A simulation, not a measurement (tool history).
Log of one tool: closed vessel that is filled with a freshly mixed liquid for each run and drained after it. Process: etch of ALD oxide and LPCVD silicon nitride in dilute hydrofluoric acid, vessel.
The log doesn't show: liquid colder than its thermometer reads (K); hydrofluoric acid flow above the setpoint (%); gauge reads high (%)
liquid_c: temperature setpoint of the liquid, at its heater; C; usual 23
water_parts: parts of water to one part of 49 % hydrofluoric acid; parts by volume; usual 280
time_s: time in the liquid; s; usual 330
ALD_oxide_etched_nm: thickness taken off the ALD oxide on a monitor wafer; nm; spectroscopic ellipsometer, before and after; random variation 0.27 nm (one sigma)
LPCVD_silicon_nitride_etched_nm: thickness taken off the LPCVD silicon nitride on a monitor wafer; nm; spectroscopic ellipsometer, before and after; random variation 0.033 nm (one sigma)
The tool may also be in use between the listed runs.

run   hour  liquid_c  water_parts  time_s  wafers since the last listed run  hours since the thermometer was replaced  hours since the hydrofluoric acid flow meter was replaced  hours since the gauge calibration  read-back film thickness of the ALD oxide reference wafer, read on the same gauge (nm)  read-back film thickness of the LPCVD silicon nitride reference wafer, read on the same gauge (nm)  ALD_oxide_etched_nm  LPCVD_silicon_nitride_etched_nm
  1      0        23          280     330                                 0                                      1942                                                      610.8                              146.7                                                                                  130.03                                                                                             119.991                38.08                             0.44
  2    7.9        23          280     330                               641                                    1949.9                                                      618.7                              154.6                                                                                  130.01                                                                                             120.008                37.74                            0.468
  3   16.8        23          280     235                               722                                    1958.8                                                      627.6                              163.5                                                                                     130                                                                                             120.025                 27.2                            0.415
  4   33.7        23          280     235                              1372                                    1975.7                                                      644.5                              180.4                                                                                  130.01                                                                                             120.006                26.95                            0.358
  5   42.7        23          280     330                               730                                    1984.7                                                      653.5                              189.4                                                                                  129.99                                                                                             120.002                38.08                            0.443
  6   54.3        23          280     330                               942                                    1996.3                                                      665.1                                201                                                                                  129.99                                                                                             120.007                38.96                             0.56
  7   61.8        23          280     330                               609                                    2003.8                                                      672.6                              208.5                                                                                     130                                                                                             119.997                38.92                             0.55
  8   70.7        23          280     330                               722                                    2012.7                                                      681.5                              217.4                                                                                  130.02                                                                                             120.016                38.49                            0.507
  9   84.8        23          280     330                              1145                                    2026.8                                                      695.6                              231.5                                                                                  130.02                                                                                             120.029                38.62                            0.512
 10   91.2        23          280     330                               519                                    2033.2                                                        702                              237.9                                                                                  129.98                                                                                             120.016                38.65                            0.561
     101.4  -- gauge calibrated
 11  143.2        23          280     330                              4223                                    2085.2                                                        754                               41.8                                                                                     130                                                                                             119.997                38.98                            0.595
     151.8  -- hydrofluoric acid flow meter replaced
 12  156.2        26          315     250                               974                                    2098.2                                                        4.4                               54.8                                                                                  130.01                                                                                             120.019                24.35                            0.378
     159.7  -- thermometer replaced
 13  170.5        23          280     330                              1080                                      10.8                                                       18.7                               69.1                                                                                  130.01                                                                                             119.976                34.42                            0.499
 14  178.5      20.5          190     155                               649                                      18.8                                                       26.7                               77.1                                                                                  129.99                                                                                             119.977                23.36                             0.29
 15  191.2        26          280     485                              1031                                      31.5                                                       39.4                               89.8                                                                                  129.97                                                                                             119.957                 55.3                             0.89
 16  199.8        26          175     220                               698                                      40.1                                                         48                               98.4                                                                                     130                                                                                             120.006                45.33                            0.658
 17  207.5        26          140     330                               625                                      47.8                                                       55.7                              106.1                                                                                  130.02                                                                                             119.994                87.82                            1.161
 18  217.7        20          355     450                               828                                        58                                                       65.9                              116.3                                                                                  130.02                                                                                             120.017                31.12                             0.48
 19  234.2        28          175     330                              1340                                      74.5                                                       82.4                              132.8                                                                                     130                                                                                             120.015                73.75                            1.108
 20  244.8        28          205     220                               860                                      85.1                                                         93                              143.4                                                                                     130                                                                                             120.018                40.25                            0.715
 21  252.6        23          280     330                               633                                      92.9                                                      100.8                              151.2                                                                                  130.02                                                                                             119.986                35.23                            0.421
 22  293.5        26          315     250                              3321                                     133.8                                                      141.7                              192.1                                                                                  129.99                                                                                             119.992                24.94                            0.376

Hidden state or all else? Some run-to-run changes of ALD_oxide_etched_nm, split into what the settings, what came in and random variation would give without the hidden state, and what is left for the hidden state (with any gauge scatter that isn't in both results):
Run 4 -> 5: time_s 235 -> 330. ALD_oxide_etched_nm +11.13 nm: hidden state +1.43, all else +9.7.
Run 11 -> 12: liquid_c 23 -> 26, water_parts 280 -> 315, time_s 330 -> 250, hydrofluoric acid flow meter replaced. ALD_oxide_etched_nm -14.63 nm: hidden state -5.24, all else -9.39.
Run 17 -> 18: liquid_c 26 -> 20, water_parts 140 -> 355, time_s 330 -> 450. ALD_oxide_etched_nm -56.7 nm: hidden state -0.9, all else -55.8.
Run 18 -> 19: liquid_c 20 -> 28, water_parts 355 -> 175, time_s 450 -> 330. ALD_oxide_etched_nm +42.63 nm: hidden state +1.05, all else +41.58.

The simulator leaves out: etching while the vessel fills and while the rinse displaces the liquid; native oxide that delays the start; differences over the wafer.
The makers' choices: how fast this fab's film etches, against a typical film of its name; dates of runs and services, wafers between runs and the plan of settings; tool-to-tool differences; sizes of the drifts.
